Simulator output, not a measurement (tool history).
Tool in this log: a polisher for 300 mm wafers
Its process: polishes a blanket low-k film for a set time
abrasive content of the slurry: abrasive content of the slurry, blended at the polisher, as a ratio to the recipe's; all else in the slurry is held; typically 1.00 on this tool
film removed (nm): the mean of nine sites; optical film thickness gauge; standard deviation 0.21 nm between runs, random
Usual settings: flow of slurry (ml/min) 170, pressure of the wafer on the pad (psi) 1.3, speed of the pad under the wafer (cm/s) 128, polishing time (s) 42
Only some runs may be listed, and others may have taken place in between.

run,hour,flow of slurry (ml/min),pressure of the wafer on the pad (psi),speed of the pad under the wafer (cm/s),abrasive content of the slurry,polishing time (s),wafers since the last listed run,wafers polished on this pad,hours since the slurry nozzle was cleaned,hours since the head pressure was calibrated,hours since the slurry blender was calibrated,hours since the conditioning disc was replaced,"incoming thickness of the incoming film, nm",film removed (nm)
1,0.0,145,1.3,128,1.00,31,0,4837,234.4,205.1,459.7,520.3,609.1,9.9
# hour 51.0: slurry blender recalibrated
# hour 52.6: conditioning disc replaced and pad reconditioned
# hour 58.5: worn pad replaced by a new one
2,67.8,145,1.3,128,1.00,31,868,133,302.2,272.9,16.8,15.2,609.1,11.1
# hour 158.8: slurry nozzle cleaned
3,386.7,170,1.3,128,1.00,42,4586,4720,227.9,591.8,335.7,334.1,608.8,14.5
4,484.3,170,1.3,128,1.00,42,1408,6128,325.5,689.4,433.3,431.7,605.1,13.9
# hour 493.2: worn pad replaced by a new one
# hour 523.4: slurry blender recalibrated
5,553.1,170,1.3,128,1.00,42,906,834,394.3,758.2,29.7,500.5,612.6,14.2
# hour 612.6: slurry nozzle cleaned
6,616.7,170,1.3,128,1.00,42,903,1737,4.1,821.8,93.3,564.1,616.6,13.6
# hour 632.6: conditioning disc replaced and pad reconditioned
7,698.5,170,1.3,128,1.00,42,1151,2889,85.9,903.6,175.1,65.9,613.4,15.0
8,801.4,170,1.3,128,1.00,42,1484,4373,188.8,1006.5,278.0,168.8,616.0,14.6
9,881.5,170,1.3,128,1.00,42,1155,5529,268.9,1086.6,358.1,248.9,607.9,14.2
# hour 917.5: head pressure recalibrated
# hour 931.7: worn pad replaced by a new one
# hour 945.2: slurry blender recalibrated
10,953.6,170,1.3,100,1.00,42,924,286,341.0,36.1,8.4,321.0,615.2,12.2
11,1023.5,170,1.3,100,1.00,42,1008,1295,410.9,106.0,78.3,390.9,613.3,11.8
# hour 1105.0: slurry nozzle cleaned
# hour 1121.5: conditioning disc replaced and pad reconditioned
12,1122.0,170,1.3,100,1.00,42,1377,2673,17.0,204.5,176.8,0.5,615.9,13.6
13,1180.3,170,0.9,150,1.00,56,841,3514,75.3,262.8,235.1,58.8,615.5,16.0
14,1281.4,200,1.5,128,1.00,33,1458,4972,176.4,363.9,336.2,159.9,606.5,13.5
15,1334.0,170,1.3,128,1.00,42,758,5731,229.0,416.5,388.8,212.5,611.1,14.6
# hour 1336.2: slurry blender recalibrated
# hour 1361.5: worn pad replaced by a new one
16,1431.7,170,1.7,128,1.00,42,1323,1012,326.7,514.2,95.5,310.2,605.4,18.2
# hour 1517.2: slurry nozzle cleaned
17,1530.7,170,1.3,128,1.00,42,1413,2426,13.5,613.2,194.5,409.2,601.4,14.4
18,1599.7,155,1.3,128,1.00,55,995,3422,82.5,682.2,263.5,478.2,616.8,17.8
# hour 1675.3: conditioning disc replaced and pad reconditioned
19,1704.8,170,1.3,128,1.00,42,1487,4909,187.6,787.3,368.6,29.5,608.1,15.1
# hour 1756.7: slurry blender recalibrated
20,1775.5,205,1.3,112,1.10,42,991,5900,258.3,858.0,18.8,100.2,620.0,14.9
# hour 1825.7: worn pad replaced by a new one
# hour 1911.9: slurry nozzle cleaned
# hour 2013.7: head pressure recalibrated
21,2023.4,170,1.3,100,1.00,42,3475,2809,111.5,9.7,266.7,348.1,600.1,12.4
22,2082.2,170,1.3,170,1.10,46,848,3657,170.3,68.5,325.5,406.9,606.0,18.8
23,2149.6,150,1.3,162,1.25,49,972,4629,237.7,135.9,392.9,474.3,614.7,20.1

Expected results for the next run?
# hour 2186.2: conditioning disc replaced and pad reconditioned
# hour 2211.8: slurry blender recalibrated
24,2233.0,170,1.3,128,0.85,57,1145,5775,321.1,219.3,21.2,46.8,608.6,?

Run 24 gave film removed (nm) 18.8.
With no hidden state in the tool, this same run would have given film removed (nm) 19.6.

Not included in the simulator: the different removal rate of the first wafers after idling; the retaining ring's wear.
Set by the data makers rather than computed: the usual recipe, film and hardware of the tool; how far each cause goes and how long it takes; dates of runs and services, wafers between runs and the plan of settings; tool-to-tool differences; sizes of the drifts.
